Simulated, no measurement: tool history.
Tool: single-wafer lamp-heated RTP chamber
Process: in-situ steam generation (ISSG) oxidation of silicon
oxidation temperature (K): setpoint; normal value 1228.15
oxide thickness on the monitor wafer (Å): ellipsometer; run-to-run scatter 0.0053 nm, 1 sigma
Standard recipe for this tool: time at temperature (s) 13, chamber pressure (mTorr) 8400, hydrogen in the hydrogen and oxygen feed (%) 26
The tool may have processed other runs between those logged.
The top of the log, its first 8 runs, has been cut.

run,hour,oxidation temperature (K),time at temperature (s),chamber pressure (mTorr),hydrogen in the hydrogen and oxygen feed (%),"read-back reference wafer on the same gauge, thickness",oxide thickness on the monitor wafer (Å)
9,405.4,1213.15,13,8400,26,3.32,33.94
# hour 468.8: hydrogen flow controller replaced
10,473.2,1213.15,13,8400,26,3.323,34.56
# hour 480.2: gauge calibrated
11,511.4,1228.15,13,9600,26,3.321,35.34
12,580,1228.15,13,8400,32,3.319,38.11
13,642.3,1228.15,13,9300,26,3.319,35.64
# hour 711.4: pyrometer window cleaned and pyrometer calibrated
14,714.2,1234.15,8,8800,20,3.323,27.89
15,782.6,1210.15,17,8400,26,3.319,37.5
16,844.5,1228.15,8,8400,26,3.32,29.93
# hour 890.8: pressure gauge zeroed
17,906.1,1228.15,13,8400,26,3.323,35.8
18,1076.2,1228.15,10,7000,26,3.319,32.74
19,1127.5,1238.15,8,7200,23,3.319,29.74
20,1180.3,1228.15,13,8400,26,3.318,36
# hour 1194.7: pyrometer window cleaned and pyrometer calibrated
21,1230.9,1228.15,13,7600,26,3.324,35.48
22,1273.5,1228.15,13,8400,26,3.32,35.5
23,1298.8,1219.15,15,7200,32,3.32,38.99
24,1481.8,1228.15,13,8400,26,3.32,35.8
25,1515,1243.15,11,8400,26,3.32,35.12
26,1545,1228.15,13,8400,26,3.322,35.87
27,1589.7,1222.15,13,8400,26,3.32,35.25
# hour 1622.5: pyrometer window cleaned and pyrometer calibrated
28,1623.4,1242.15,18,8900,21,3.322,39.46
29,1685.6,1228.15,15,8400,26,3.32,37.35
30,1754.5,1228.15,10,7600,32,3.323,34.57
31,1790.3,1214.15,13,8400,31,3.321,36

Each row is a separate what-if for the run after 31, all from the same tool condition, not one after another. Results?
A,1790.7,1228.15,13,8400,26,?,?
B,1790.7,1247.15,13,8400,26,?,?
C,1790.7,1228.15,10,8400,20,?,?
D,1790.7,1234.15,13,8400,29,?,?

run,"read-back reference wafer on the same gauge, thickness",oxide thickness on the monitor wafer (Å)
A,3.32,35.65
B,3.32,37.66
C,3.32,30.21
D,3.32,37.31
What these runs would have given with no unlogged condition in the tool:
run,oxide thickness on the monitor wafer (Å)
A,35.24
B,37.16
C,29.92
D,36.86
